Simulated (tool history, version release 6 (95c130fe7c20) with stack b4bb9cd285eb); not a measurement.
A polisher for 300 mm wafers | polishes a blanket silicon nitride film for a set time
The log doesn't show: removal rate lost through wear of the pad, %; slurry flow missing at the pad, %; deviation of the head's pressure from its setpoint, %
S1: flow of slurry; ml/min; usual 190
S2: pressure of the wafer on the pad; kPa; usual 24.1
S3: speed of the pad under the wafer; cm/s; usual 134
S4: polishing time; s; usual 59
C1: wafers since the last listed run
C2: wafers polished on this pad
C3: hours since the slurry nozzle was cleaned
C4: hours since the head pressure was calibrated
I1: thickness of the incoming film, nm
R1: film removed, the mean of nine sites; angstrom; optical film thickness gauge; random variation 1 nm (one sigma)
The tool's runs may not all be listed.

run,day,S1,S2,S3,S4,C1,C2,C3,C4,I1,R1
1,0.000,190,24.1,134,59,0,2300,193.2,380.6,506.4,1086
2,0.508,190,24.1,134,46,181,2481,205.4,392.8,514.5,867
3,1.538,190,24.1,134,46,366,2848,230.1,417.5,515.3,829
# day 2.154: worn pad replaced by a new one
4,2.862,190,24.1,116,59,412,252,261.9,449.3,505.0,953
5,3.796,190,24.1,156,59,332,585,284.3,471.7,503.9,1219
6,4.696,190,24.1,156,59,320,905,305.9,493.3,510.8,1228
7,5.258,240,24.1,134,48,200,1106,319.4,506.8,501.9,909
8,6.483,225,24.1,134,59,436,1542,348.8,536.2,508.7,1084
9,7.712,225,24.1,134,59,437,1980,378.3,565.7,504.9,1094
# day 8.175: slurry nozzle cleaned
10,8.992,225,24.1,134,59,440,2421,19.6,596.4,505.5,1103
# day 9.588: worn pad replaced by a new one
11,9.775,145,24.1,134,59,219,66,38.4,615.2,517.2,1022
12,10.512,145,24.1,134,59,262,329,56.1,632.9,511.1,1009
13,11.454,190,29.6,134,59,335,664,78.7,655.5,508.5,1241
14,12.000,155,24.1,134,68,194,858,91.8,668.6,516.4,1190
15,13.179,155,24.1,134,68,420,1279,120.1,696.9,504.4,1172
16,14.475,190,24.1,134,59,461,1740,151.2,728.0,510.3,1058
17,15.788,190,24.1,94,73,467,2208,182.7,759.5,502.9,980
# day 17.096: worn pad replaced by a new one
18,17.117,160,24.1,134,54,414,7,214.6,791.4,511.9,916
19,17.900,190,24.1,134,59,279,286,233.4,810.2,510.2,1030
# day 18.371: head pressure recalibrated
20,19.138,190,24.1,134,67,411,697,263.1,18.4,508.7,1420
21,20.175,190,24.1,134,46,369,1066,288.0,43.3,506.6,978
22,21.617,130,26.2,94,77,513,1580,322.6,77.9,506.8,1246
23,22.362,190,24.1,134,59,265,1846,340.5,95.8,504.3,1255
24,23.683,225,24.1,152,44,470,2316,372.2,127.5,507.2,1065
# day 24.542: worn pad replaced by a new one
25,24.758,240,18.6,176,59,323,76,398.0,153.3,517.4,1305
# day 25.133: slurry nozzle cleaned
26,25.442,190,20.0,134,59,228,305,7.4,169.7,510.3,1087
27,26.658,190,24.1,134,59,433,738,36.6,198.9,514.4,1248
# day 27.196: head pressure recalibrated, repeated, since the last time left the tool worse
28,27.275,145,31.7,118,59,190,928,51.4,1.9,505.1,1202
29,30.071,190,24.1,156,59,996,1924,118.5,69.0,515.1,1266
30,31.358,190,24.1,166,59,458,2383,149.4,99.9,511.4,1337
# day 32.196: worn pad replaced by a new one
31,32.546,210,24.1,168,71,363,124,177.9,128.4,513.4,1627
32,33.971,255,18.6,108,44,507,631,212.1,162.6,507.4,592
33,34.546,190,24.1,134,42,204,836,225.9,176.4,518.0,806
34,35.304,190,24.1,134,47,270,1106,244.1,194.6,515.4,891
35,36.792,230,19.3,110,51,529,1636,279.8,230.3,509.0,712
36,37.654,145,31.7,118,59,307,1944,300.5,251.0,510.3,1193

Hidden state at the last listed run before each entry between runs and at the first one after, where it differs:
Between runs 3 and 4: worn pad replaced by a new one (day 2.154)
  deviation of the head's pressure from its setpoint, %: -3.65 -> -4.02
  measured less the result without the state, R1: -25 -> -31 angstrom
Between runs 9 and 10: slurry nozzle cleaned (day 8.175)
  deviation of the head's pressure from its setpoint, %: -5.59 -> -6.06
  measured less the result without the state, R1: -50 -> -55 angstrom
Between runs 10 and 11: worn pad replaced by a new one (day 9.588)
  deviation of the head's pressure from its setpoint, %: -6.06 -> -6.36
  measured less the result without the state, R1: -55 -> -54 angstrom
Between runs 17 and 18: worn pad replaced by a new one (day 17.096)
  deviation of the head's pressure from its setpoint, %: -9 -> -9.66
  measured less the result without the state, R1: -75 -> -76 angstrom
Between runs 19 and 20: head pressure recalibrated (day 18.371)
  deviation of the head's pressure from its setpoint, %: -10.1 -> 15.5
  measured less the result without the state, R1: -89 -> +155 angstrom
Between runs 24 and 25: worn pad replaced by a new one (day 24.542)
  deviation of the head's pressure from its setpoint, %: 15.3 -> 15.2
  measured less the result without the state, R1: +114 -> +140 angstrom
Between runs 25 and 26: slurry nozzle cleaned (day 25.133)
  no hidden state differs between the two runs
  measured less the result without the state, R1: +140 -> +116 angstrom
Between runs 27 and 28: head pressure recalibrated, repeated, since the last time left the tool worse (day 27.196)
  deviation of the head's pressure from its setpoint, %: 15 -> 0.218
  measured less the result without the state, R1: +132 -> +2 angstrom
Between runs 30 and 31: worn pad replaced by a new one (day 32.196)
  deviation of the head's pressure from its setpoint, %: 0.0852 -> -0.00119
  measured less the result without the state, R1: +1 -> +0 angstrom
